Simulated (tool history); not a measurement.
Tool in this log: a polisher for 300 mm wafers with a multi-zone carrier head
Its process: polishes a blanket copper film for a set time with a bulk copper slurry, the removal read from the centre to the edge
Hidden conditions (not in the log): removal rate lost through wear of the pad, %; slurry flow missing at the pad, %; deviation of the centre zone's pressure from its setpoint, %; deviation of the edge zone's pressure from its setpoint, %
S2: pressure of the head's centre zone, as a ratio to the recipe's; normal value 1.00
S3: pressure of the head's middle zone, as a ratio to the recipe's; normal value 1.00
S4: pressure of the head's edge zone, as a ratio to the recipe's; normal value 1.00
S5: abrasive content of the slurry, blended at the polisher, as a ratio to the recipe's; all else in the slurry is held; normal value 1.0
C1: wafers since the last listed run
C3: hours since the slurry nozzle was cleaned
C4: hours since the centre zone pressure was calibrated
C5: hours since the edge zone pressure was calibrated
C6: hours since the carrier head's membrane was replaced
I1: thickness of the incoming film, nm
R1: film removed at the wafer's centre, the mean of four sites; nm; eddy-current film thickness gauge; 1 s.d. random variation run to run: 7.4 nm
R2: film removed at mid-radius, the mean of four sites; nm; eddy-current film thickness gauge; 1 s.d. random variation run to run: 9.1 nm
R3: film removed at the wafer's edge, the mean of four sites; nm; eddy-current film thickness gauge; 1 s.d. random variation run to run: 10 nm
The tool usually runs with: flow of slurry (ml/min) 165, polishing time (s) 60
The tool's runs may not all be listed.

Run 1, hour 0.0: usual settings but S2 1.05, S3 0.92, S5 0.9; C1 0; wafers polished on this pad 1546; C3 151.4; C4 1279.2; C5 794.5; C6 1256.0; I1 4477.3. Result: R1 708.1 nm, R2 739.6 nm, R3 706.2 nm.
Run 2, hour 24.6: usual settings but polishing time (s) 74; C1 196; wafers polished on this pad 1742; C3 176.0; C4 1303.8; C5 819.1; C6 1280.6; I1 4393.2. Result: R1 824.9 nm, R2 955.5 nm, R3 883.9 nm.
Run 3, hour 38.6: usual settings but S3 1.07, S4 0.90, S5 0.9, polishing time (s) 79; C1 111; wafers polished on this pad 1854; C3 190.0; C4 1317.8; C5 833.1; C6 1294.6; I1 4503.2. Result: R1 855.8 nm, R2 1052.7 nm, R3 911.8 nm.
At hour 52.9: worn pad replaced by a new one.
At hour 62.1: slurry nozzle cleaned.
Run 4, hour 65.0: usual settings but S5 1.2, polishing time (s) 74; C1 170; wafers polished on this pad 88; C3 2.9; C4 1344.2; C5 859.5; C6 1321.0; I1 4453.2. Result: R1 851.0 nm, R2 968.1 nm, R3 917.9 nm.
Run 5, hour 93.5: usual settings but S3 0.96, polishing time (s) 70; C1 227; wafers polished on this pad 315; C3 31.4; C4 1372.7; C5 888.0; C6 1349.5; I1 4417.9. Result: R1 778.1 nm, R2 903.1 nm, R3 826.8 nm.
Run 6, hour 119.7: usual settings but S3 0.88, S5 1.2, polishing time (s) 80; C1 209; wafers polished on this pad 525; C3 57.6; C4 1398.9; C5 914.2; C6 1375.7; I1 4462.5. Result: R1 909.2 nm, R2 975.6 nm, R3 991.4 nm.
At hour 123.9: centre zone pressure recalibrated.
Run 7, hour 144.0: usual settings but S2 1.08, S4 0.94; C1 178; wafers polished on this pad 703; C3 81.9; C4 20.1; C5 938.5; C6 1400.0; I1 4441.4. Result: R1 776.0 nm, R2 760.4 nm, R3 707.6 nm.
Run 8, hour 179.1: usual settings; C1 280; wafers polished on this pad 983; C3 117.0; C4 55.2; C5 973.6; C6 1435.1; I1 4330.6. Result: R1 724.2 nm, R2 761.2 nm, R3 709.4 nm.
At hour 189.6: edge zone pressure recalibrated.
Run 9, hour 191.3: usual settings but flow of slurry (ml/min) 205, S3 1.10; C1 81; wafers polished on this pad 1064; C3 129.2; C4 67.4; C5 1.7; C6 1447.3; I1 4453.2. Result: R1 756.3 nm, R2 837.6 nm, R3 721.3 nm.
At hour 210.2: carrier head's membrane replaced by a new one.
At hour 288.0: slurry nozzle cleaned.
Run 10, hour 297.8: usual settings but S5 1.2, polishing time (s) 74; C1 802; wafers polished on this pad 1866; C3 9.8; C4 173.9; C5 108.2; C6 87.6; I1 4461.2. Result: R1 916.2 nm, R2 980.8 nm, R3 905.0 nm.
At hour 305.2: worn pad replaced by a new one.
Run 11, hour 325.1: usual settings but flow of slurry (ml/min) 135, S2 0.93, S4 1.06; C1 185; wafers polished on this pad 158; C3 37.1; C4 201.2; C5 135.5; C6 114.9; I1 4429.3. Result: R1 644.9 nm, R2 734.5 nm, R3 711.8 nm.
Run 12, hour 354.6: usual settings but S2 0.93, S3 1.08, S4 1.08, polishing time (s) 54; C1 235; wafers polished on this pad 394; C3 66.6; C4 230.7; C5 165.0; C6 144.4; I1 4354.6. Result: R1 598.7 nm, R2 722.4 nm, R3 662.0 nm.
Run 13, hour 377.6: usual settings; C1 183; wafers polished on this pad 577; C3 89.6; C4 253.7; C5 188.0; C6 167.4; I1 4390.6. Result: R1 715.4 nm, R2 767.4 nm, R3 717.7 nm.
Run 14, hour 392.2: usual settings but flow of slurry (ml/min) 130, S4 1.09, S5 1.2, polishing time (s) 52; C1 116; wafers polished on this pad 694; C3 104.2; C4 268.3; C5 202.6; C6 182.0; I1 4430.7. Result: R1 613.1 nm, R2 647.7 nm, R3 640.8 nm.

For run 15, what comes out?
Run 15, hour 424.7: usual settings but S4 1.08, S5 1.2; C1 259; wafers polished on this pad 953; C3 136.7; C4 300.8; C5 235.1; C6 214.5; I1 4447.6. Result: R1 ?, R2 ?, R3 ?.

R1: 737.7 nm
R2: 784.6 nm
R3: 756.3 nm
With no hidden state in the tool, this same run would have given R1 753.0 nm, R2 784.5 nm, R3 756.3 nm.
